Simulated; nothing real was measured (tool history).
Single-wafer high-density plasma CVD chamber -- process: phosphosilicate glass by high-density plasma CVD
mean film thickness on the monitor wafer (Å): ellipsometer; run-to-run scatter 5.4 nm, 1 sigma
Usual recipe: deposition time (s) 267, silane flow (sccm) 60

run	hour	deposition time (s)	silane flow (sccm)	read-back reference wafer on the same gauge, thickness_nm	mean film thickness on the monitor wafer (Å)
1	0	267	65	1619.806	17578.73
2	25.2	231	60	1620.588	14151.2
3	66	231	60	1619.539	14206.66
4	126.1	267	60	1618.467	16471.77
5	158.6	267	60	1621.01	16327.03
6	219.4	267	60	1620.547	16346.99
7	278.4	267	60	1621.531	16342.11
8	304.3	267	60	1620.868	16286.33
# hour 316.2: gauge calibrated
9	349.8	267	60	1619.876	16427.58
10	408.7	267	60	1620.116	16346.95
11	442.5	267	60	1620.871	16357.37
12	483.5	313	52	1619.1	16529.5
13	536.1	267	68	1620.734	18495.15
14	570.2	267	60	1619.614	16336.12
15	640.9	214	49	1620.411	10721.6
# hour 691.7: silane flow controller replaced
16	698.6	267	51	1620.557	13243.46
17	741.6	267	54	1619.805	14079.18
18	782.3	215	72	1619.014	15082.52
19	879.3	252	64	1619.848	15786.73
20	931.8	267	60	1619.479	15844.07
21	997.3	221	69	1620.759	14960.27
# hour 1001.1: gauge calibrated
22	1029.1	301	69	1621.381	20534.49

Here are 3 independent what-if runs from the current tool condition. What would each one return?
A	1029.6	267	64	?	?
B	1029.6	319	72	?	?
C	1029.6	229	51	?	?

run	read-back reference wafer on the same gauge, thickness_nm	mean film thickness on the monitor wafer (Å)
A	1620.494	16874.24
B	1620.494	22680.69
C	1620.494	11532.91
Take away the tool's hidden state, keep each run's random variation, and the runs would have read:
run	mean film thickness on the monitor wafer (Å)
A	16594.55
B	22304.76
C	11341.75
